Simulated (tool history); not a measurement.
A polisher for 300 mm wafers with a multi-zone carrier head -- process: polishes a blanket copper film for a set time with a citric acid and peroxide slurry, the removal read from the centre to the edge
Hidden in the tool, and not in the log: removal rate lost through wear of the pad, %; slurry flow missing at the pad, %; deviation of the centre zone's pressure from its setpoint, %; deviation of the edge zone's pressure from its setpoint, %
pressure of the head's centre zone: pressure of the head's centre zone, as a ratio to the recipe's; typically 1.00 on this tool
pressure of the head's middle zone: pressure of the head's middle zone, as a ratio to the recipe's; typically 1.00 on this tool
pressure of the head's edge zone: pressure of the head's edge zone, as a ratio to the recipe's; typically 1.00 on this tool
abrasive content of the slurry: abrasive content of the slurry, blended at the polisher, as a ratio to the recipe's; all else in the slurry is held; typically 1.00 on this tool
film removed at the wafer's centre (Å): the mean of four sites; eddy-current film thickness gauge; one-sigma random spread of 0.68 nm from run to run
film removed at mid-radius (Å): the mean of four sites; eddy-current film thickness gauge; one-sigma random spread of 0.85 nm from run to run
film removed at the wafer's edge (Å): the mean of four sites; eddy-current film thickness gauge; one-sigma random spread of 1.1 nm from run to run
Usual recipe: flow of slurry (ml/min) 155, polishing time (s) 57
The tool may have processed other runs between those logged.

| run | hour | flow of slurry (ml/min) | pressure of the head's centre zone | pressure of the head's middle zone | pressure of the head's edge zone | abrasive content of the slurry | polishing time (s) | wafers since the last listed run | wafers polished on this pad | hours since the slurry nozzle was cleaned | hours since the centre zone pressure was calibrated | hours since the edge zone pressure was calibrated | hours since the carrier head's membrane was replaced | incoming thickness of the incoming film, nm | film removed at the wafer's centre (Å) | film removed at mid-radius (Å) | film removed at the wafer's edge (Å) |
|---|---|---|---|---|---|---|---|---|---|---|---|---|---|---|---|---|---|
| 1 | 0.0 | 155 | 1.00 | 1.00 | 1.00 | 1.00 | 57 | 0 | 467 | 460.4 | 1463.7 | 728.4 | 1883.8 | 581.8 | 864 | 908 | 953 |
| 2 | 11.1 | 155 | 1.00 | 1.00 | 1.00 | 1.00 | 57 | 116 | 583 | 471.5 | 1474.8 | 739.5 | 1894.9 | 568.8 | 846 | 891 | 921 |
|  | 18.6 | worn pad replaced by a new one |
| 3 | 19.7 | 155 | 1.00 | 1.00 | 1.00 | 1.00 | 57 | 48 | 12 | 480.1 | 1483.4 | 748.1 | 1903.5 | 566.0 | 891 | 920 | 965 |
| 4 | 27.4 | 155 | 1.00 | 1.00 | 1.00 | 1.00 | 57 | 81 | 93 | 487.8 | 1491.1 | 755.8 | 1911.2 | 577.6 | 894 | 944 | 966 |
| 5 | 43.4 | 155 | 1.00 | 1.00 | 1.00 | 1.00 | 57 | 168 | 261 | 503.8 | 1507.1 | 771.8 | 1927.2 | 565.7 | 884 | 918 | 950 |
| 6 | 60.6 | 155 | 1.00 | 1.00 | 1.00 | 1.00 | 57 | 181 | 442 | 521.0 | 1524.3 | 789.0 | 1944.4 | 566.7 | 851 | 896 | 928 |
|  | 68.5 | carrier head's membrane replaced by a new one |
|  | 70.9 | centre zone pressure recalibrated |
| 7 | 72.1 | 155 | 1.00 | 1.00 | 1.00 | 1.00 | 57 | 47 | 489 | 532.5 | 1.2 | 800.5 | 3.6 | 565.0 | 831 | 875 | 905 |
|  | 78.7 | worn pad replaced by a new one |
| 8 | 88.3 | 155 | 1.00 | 1.00 | 1.00 | 1.00 | 57 | 128 | 100 | 548.7 | 17.4 | 816.7 | 19.8 | 572.3 | 853 | 900 | 949 |
| 9 | 94.9 | 155 | 0.93 | 0.94 | 1.00 | 0.85 | 57 | 69 | 170 | 555.3 | 24.0 | 823.3 | 26.4 | 569.8 | 802 | 845 | 911 |
|  | 99.1 | edge zone pressure recalibrated |
| 10 | 105.9 | 155 | 1.08 | 1.00 | 1.00 | 1.00 | 57 | 94 | 265 | 566.3 | 35.0 | 6.8 | 37.4 | 562.5 | 894 | 895 | 928 |
| 11 | 123.7 | 185 | 1.00 | 1.00 | 1.00 | 0.80 | 57 | 187 | 452 | 584.1 | 52.8 | 24.6 | 55.2 | 570.8 | 822 | 879 | 892 |
|  | 140.7 | worn pad replaced by a new one |
| 12 | 141.2 | 120 | 1.06 | 1.08 | 1.00 | 1.00 | 57 | 142 | 4 | 601.6 | 70.3 | 42.1 | 72.7 | 570.2 | 831 | 895 | 896 |
|  | 146.9 | slurry nozzle cleaned |
| 13 | 147.3 | 120 | 1.00 | 1.00 | 1.00 | 1.00 | 57 | 53 | 58 | 0.4 | 76.4 | 48.2 | 78.8 | 567.3 | 914 | 950 | 977 |
| 14 | 157.1 | 155 | 1.00 | 1.00 | 1.00 | 1.00 | 57 | 103 | 161 | 10.2 | 86.2 | 58.0 | 88.6 | 573.6 | 952 | 978 | 1002 |
| 15 | 189.0 | 155 | 1.00 | 1.06 | 1.00 | 1.00 | 57 | 335 | 497 | 42.1 | 118.1 | 89.9 | 120.5 | 565.7 | 899 | 997 | 979 |
| 16 | 209.1 | 155 | 1.00 | 0.93 | 1.00 | 1.00 | 50 | 211 | 708 | 62.2 | 138.2 | 110.0 | 140.6 | 566.5 | 746 | 746 | 817 |
|  | 219.1 | worn pad replaced by a new one |
| 17 | 224.3 | 155 | 1.00 | 0.93 | 1.00 | 1.00 | 50 | 117 | 54 | 77.4 | 153.4 | 125.2 | 155.8 | 582.9 | 831 | 818 | 914 |

What would each run have given without the hidden state, its run-to-run variation left as it was?
| run | film removed at the wafer's centre (Å) | film removed at mid-radius (Å) | film removed at the wafer's edge (Å) |
|---|---|---|---|
| 1 | 967 | 1007 | 1037 |
| 2 | 969 | 1012 | 1026 |
| 3 | 969 | 992 | 1020 |
| 4 | 976 | 1020 | 1023 |
| 5 | 978 | 1006 | 1019 |
| 6 | 965 | 1007 | 1019 |
| 7 | 966 | 1007 | 1017 |
| 8 | 952 | 993 | 1023 |
| 9 | 898 | 936 | 985 |
| 10 | 1013 | 1003 | 1014 |
| 11 | 946 | 1002 | 995 |
| 12 | 953 | 1010 | 976 |
| 13 | 927 | 963 | 989 |
| 14 | 969 | 996 | 1019 |
| 15 | 956 | 1059 | 1038 |
| 16 | 833 | 833 | 910 |
| 17 | 842 | 828 | 923 |
